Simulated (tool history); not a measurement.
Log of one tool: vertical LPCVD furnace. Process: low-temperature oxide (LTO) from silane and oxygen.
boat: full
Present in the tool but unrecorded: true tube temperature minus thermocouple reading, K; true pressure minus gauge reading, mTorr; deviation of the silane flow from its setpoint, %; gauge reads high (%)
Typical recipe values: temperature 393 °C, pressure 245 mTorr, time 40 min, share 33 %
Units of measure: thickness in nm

run   hour  temperature  pressure  time  share  wafers since the last listed run  hours since the last temperature calibration  hours since the pressure gauge was zeroed  hours since the silane flow controller was replaced  hours since the gauge calibration  read-back reference wafer on the same gauge, thickness  thickness
  1      0          393       245    40     33                                 0                                        2005.7                                     3565.4                                               2891.6                              294.9                                                  352.29     315.25
  2     15          393       245    40     33                               201                                        2020.7                                     3580.4                                               2906.6                              309.9                                                  351.96     315.74
  3   57.5          393       245    40     36                               571                                        2063.2                                     3622.9                                               2949.1                              352.4                                                  352.21     354.36
  4   84.4          393       245    40     33                               361                                        2090.1                                     3649.8                                                 2976                              379.3                                                  352.11      313.9
  5   98.3          393       245    40     33                               186                                          2104                                     3663.7                                               2989.9                              393.2                                                  351.71     313.25
  6  126.5          393       245    40     33                               379                                        2132.2                                     3691.9                                               3018.1                              421.4                                                  351.73     313.69
  7  152.7          396       245    40     33                               352                                        2158.4                                     3718.1                                               3044.3                              447.6                                                  351.23     324.38
  8  177.9          396       245    40     33                               338                                        2183.6                                     3743.3                                               3069.5                              472.8                                                  351.38     325.04
       229  -- silane flow controller replaced
  9  229.5          393       245    51     33                               371                                        2235.2                                     3794.9                                                  0.5                              524.4                                                  350.86     399.29
 10  233.4          393       245    51     33                                52                                        2239.1                                     3798.8                                                  4.4                              528.3                                                  351.02     398.41
 11  266.9          393       245  49.5     33                               450                                        2272.6                                     3832.3                                                 37.9                              561.8                                                  350.95     387.32
 12  289.1          393       245  49.5     33                               298                                        2294.8                                     3854.5                                                 60.1                                584                                                  350.85     386.61
 13  303.7          393       245  49.5     33                               196                                        2309.4                                     3869.1                                                 74.7                              598.6                                                  350.82     386.79
 14  336.4          393       245    40     33                               439                                        2342.1                                     3901.8                                                107.4                              631.3                                                  350.76     312.76
 15  350.8          393       245    40     33                               193                                        2356.5                                     3916.2                                                121.8                              645.7                                                  350.52     311.68
       378  -- pressure gauge zeroed
 16  378.5          393       245    40     33                                49                                        2384.2                                        0.5                                                149.5                              673.4                                                   350.2     312.74
 17  387.6          393       245  47.5     27                               122                                        2393.3                                        9.6                                                158.6                              682.5                                                  350.08     275.03
 18  468.6          384       215    33     33                              1088                                        2474.3                                       90.6                                                239.6                              763.5                                                  349.74     202.66
 19  482.5          397       245    40     33                               186                                        2488.2                                      104.5                                                253.5                              777.4                                                  349.49      326.2
     509.9  -- gauge calibrated
 20  511.3          405       245    40     33                               387                                          2517                                      133.3                                                282.3                                1.4                                                  353.03     361.98
 21  526.8          393       280    51     33                               208                                        2532.5                                      148.8                                                297.8                               16.9                                                  353.19     458.78
 22  551.6          393       230    40     30                               333                                        2557.3                                      173.6                                                322.6                               41.7                                                  353.02     257.67
     587.1  -- thermocouples replaced and temperature profile calibrated
 23  587.6          393       245    40     33                               161                                           0.5                                      209.6                                                358.6                               77.7                                                  352.84     315.41
 24  603.1          387       245  33.5     36                               208                                            16                                      225.1                                                374.1                               93.2                                                  352.78     275.91
 25  630.4          384       300    51     27                               367                                          43.3                                      252.4                                                401.4                              120.5                                                  352.73     325.29
 26  642.5          393       245    40     33                               162                                          55.4                                      264.5                                                413.5                              132.6                                                  352.93     315.37
 27  657.4          393       245    40     29                               200                                          70.3                                      279.4                                                428.4                              147.5                                                  352.64     259.89
 28  688.5          401       305  35.5     38                               418                                         101.4                                      310.5                                                459.5                              178.6                                                  352.35     460.22
 29  715.8          393       300    40     33                               367                                         128.7                                      337.8                                                486.8                              205.9                                                  351.97     385.48
 30  735.6          393       210    40     33                               266                                         148.5                                      357.6                                                506.6                              225.7                                                  352.04     268.87

How the hidden state differs across the entries between the runs, from the last listed run before each to the first after it:
From run 8 to run 9: silane flow controller replaced (hour 229)
  gauge reads high (%): -0.76 -> -0.838
  measured result minus the result with no hidden state, thickness: -2.49 -> -3.37 nm
From run 15 to run 16: pressure gauge zeroed (hour 378)
  gauge reads high (%): -1.02 -> -1.06
  measured result minus the result with no hidden state, thickness: -3.22 -> -3.36 nm
From run 19 to run 20: gauge calibrated (hour 509.9)
  gauge reads high (%): -1.22 -> -0.212
  measured result minus the result with no hidden state, thickness: -4.03 -> -0.77 nm
From run 22 to run 23: thermocouples replaced and temperature profile calibrated (hour 587.1)
  gauge reads high (%): -0.274 -> -0.328
  measured result minus the result with no hidden state, thickness: -0.71 -> -1.04 nm
